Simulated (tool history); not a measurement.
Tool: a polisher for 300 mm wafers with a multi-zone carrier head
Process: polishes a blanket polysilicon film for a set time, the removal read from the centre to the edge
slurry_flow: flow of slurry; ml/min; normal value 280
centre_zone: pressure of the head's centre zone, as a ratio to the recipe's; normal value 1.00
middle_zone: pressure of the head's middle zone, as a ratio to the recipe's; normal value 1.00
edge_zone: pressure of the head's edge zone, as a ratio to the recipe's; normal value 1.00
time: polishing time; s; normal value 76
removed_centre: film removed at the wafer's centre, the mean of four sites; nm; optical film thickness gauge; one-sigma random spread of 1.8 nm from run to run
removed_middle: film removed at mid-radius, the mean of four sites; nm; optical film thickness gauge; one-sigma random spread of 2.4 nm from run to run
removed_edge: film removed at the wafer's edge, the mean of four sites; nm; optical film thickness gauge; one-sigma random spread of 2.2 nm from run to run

| run | day | slurry_flow | centre_zone | middle_zone | edge_zone | time | wafers since the last listed run | wafers polished on this pad | hours since the slurry nozzle was cleaned | hours since the centre zone pressure was calibrated | hours since the edge zone pressure was calibrated | hours since the carrier head's membrane was replaced | incoming thickness of the incoming film, nm | removed_centre | removed_middle | removed_edge |
|---|---|---|---|---|---|---|---|---|---|---|---|---|---|---|---|---|
| 1 | 0.000 | 280 | 1.00 | 1.00 | 1.00 | 76 | 0 | 674 | 479.5 | 252.1 | 717.8 | 1605.3 | 1527.7 | 264.1 | 256.0 | 254.6 |
| 2 | 0.421 | 280 | 1.00 | 1.00 | 1.00 | 76 | 94 | 768 | 489.6 | 262.2 | 727.9 | 1615.4 | 1550.2 | 263.6 | 254.4 | 254.2 |
| 3 | 0.846 | 280 | 1.00 | 1.00 | 1.00 | 76 | 94 | 863 | 499.8 | 272.4 | 738.1 | 1625.6 | 1521.0 | 258.8 | 258.0 | 253.4 |
| 4 | 1.446 | 280 | 1.00 | 1.00 | 1.00 | 76 | 134 | 998 | 514.2 | 286.8 | 752.5 | 1640.0 | 1528.1 | 259.9 | 251.8 | 251.3 |
| 5 | 1.979 | 280 | 1.00 | 1.00 | 1.00 | 76 | 119 | 1117 | 527.0 | 299.6 | 765.3 | 1652.8 | 1531.9 | 259.0 | 252.9 | 253.2 |
| 6 | 2.546 | 280 | 1.00 | 1.00 | 1.00 | 76 | 126 | 1243 | 540.6 | 313.2 | 778.9 | 1666.4 | 1532.0 | 260.6 | 253.4 | 254.7 |
|  | 3.062 | worn pad replaced by a new one |
| 7 | 3.083 | 280 | 1.00 | 1.00 | 1.00 | 76 | 82 | 5 | 553.5 | 326.1 | 791.8 | 1679.3 | 1519.4 | 273.3 | 261.4 | 266.8 |
|  | 3.425 | centre zone pressure recalibrated |
|  | 3.508 | edge zone pressure recalibrated |
|  | 3.508 | carrier head's membrane replaced by a new one |
| 8 | 3.529 | 280 | 1.00 | 1.00 | 1.00 | 90 | 62 | 67 | 564.2 | 2.5 | 0.5 | 0.5 | 1496.3 | 322.6 | 315.2 | 309.8 |
| 9 | 3.912 | 280 | 1.00 | 1.00 | 1.00 | 90 | 85 | 153 | 573.4 | 11.7 | 9.7 | 9.7 | 1499.3 | 322.0 | 306.5 | 310.1 |
| 10 | 4.646 | 215 | 1.00 | 1.00 | 1.00 | 53 | 163 | 317 | 591.0 | 29.3 | 27.3 | 27.3 | 1527.4 | 180.7 | 172.2 | 175.9 |
| 11 | 5.008 | 280 | 1.00 | 1.00 | 1.00 | 76 | 81 | 398 | 599.7 | 38.0 | 36.0 | 36.0 | 1523.4 | 266.0 | 255.1 | 256.4 |
| 12 | 5.721 | 280 | 1.00 | 1.00 | 1.00 | 76 | 159 | 557 | 616.8 | 55.1 | 53.1 | 53.1 | 1525.6 | 264.8 | 259.7 | 257.4 |
| 13 | 6.296 | 280 | 1.00 | 0.96 | 1.00 | 65 | 128 | 685 | 630.6 | 68.9 | 66.9 | 66.9 | 1535.3 | 226.7 | 212.0 | 217.1 |
|  | 6.975 | slurry nozzle cleaned |
| 14 | 6.996 | 345 | 0.89 | 1.03 | 1.00 | 76 | 147 | 833 | 0.5 | 85.7 | 83.7 | 83.7 | 1540.5 | 247.7 | 264.4 | 260.4 |
| 15 | 7.308 | 345 | 1.00 | 1.00 | 1.00 | 65 | 69 | 902 | 8.0 | 93.2 | 91.2 | 91.2 | 1537.5 | 228.6 | 222.1 | 218.9 |
| 16 | 8.042 | 280 | 1.07 | 1.00 | 1.00 | 76 | 163 | 1066 | 25.6 | 110.8 | 108.8 | 108.8 | 1517.6 | 275.4 | 251.4 | 253.3 |
| 17 | 8.329 | 180 | 0.96 | 0.94 | 1.10 | 76 | 64 | 1131 | 32.5 | 117.7 | 115.7 | 115.7 | 1492.9 | 238.8 | 231.4 | 260.4 |
|  | 8.883 | worn pad replaced by a new one |
| 18 | 8.904 | 280 | 1.00 | 1.00 | 1.10 | 65 | 91 | 4 | 46.3 | 131.5 | 129.5 | 129.5 | 1509.9 | 235.8 | 228.2 | 239.1 |
| 19 | 9.483 | 280 | 1.00 | 1.00 | 1.00 | 76 | 129 | 134 | 60.2 | 145.4 | 143.4 | 143.4 | 1508.1 | 269.6 | 262.6 | 265.8 |
| 20 | 9.858 | 280 | 1.00 | 1.00 | 1.08 | 64 | 83 | 218 | 69.2 | 154.4 | 152.4 | 152.4 | 1521.7 | 226.7 | 219.9 | 225.9 |
| 21 | 10.333 | 280 | 0.96 | 1.00 | 1.00 | 76 | 106 | 324 | 80.6 | 165.8 | 163.8 | 163.8 | 1506.7 | 259.5 | 264.3 | 259.8 |

5 options for the next run, each taken on its own from the tool as it stands now. Forecast them:
| A | 10.350 | 280 | 1.00 | 1.00 | 1.00 | 76 | 3 | 328 | 81.0 | 166.2 | 164.2 | 164.2 | 1533.2 | ? | ? | ? |
| B | 10.350 | 340 | 1.00 | 1.00 | 1.00 | 76 | 3 | 328 | 81.0 | 166.2 | 164.2 | 164.2 | 1533.2 | ? | ? | ? |
| C | 10.350 | 345 | 1.00 | 1.09 | 1.00 | 76 | 3 | 328 | 81.0 | 166.2 | 164.2 | 164.2 | 1533.2 | ? | ? | ? |
| D | 10.350 | 280 | 1.00 | 1.10 | 1.00 | 76 | 3 | 328 | 81.0 | 166.2 | 164.2 | 164.2 | 1533.2 | ? | ? | ? |
| E | 10.350 | 280 | 1.00 | 0.96 | 1.00 | 76 | 3 | 328 | 81.0 | 166.2 | 164.2 | 164.2 | 1533.2 | ? | ? | ? |

| run | removed_centre | removed_middle | removed_edge |
|---|---|---|---|
| A | 265.5 | 259.6 | 259.4 |
| B | 270.5 | 264.0 | 262.8 |
| C | 271.1 | 284.4 | 262.7 |
| D | 265.7 | 281.5 | 259.0 |
| E | 265.4 | 250.8 | 259.5 |
Stripped of hidden state, with their random variation kept, the same runs would have yielded:
| run | removed_centre | removed_middle | removed_edge |
|---|---|---|---|
| A | 274.1 | 268.0 | 267.8 |
| B | 279.3 | 272.6 | 271.3 |
| C | 279.8 | 293.7 | 271.2 |
| D | 274.3 | 290.6 | 267.4 |
| E | 274.0 | 259.0 | 267.9 |
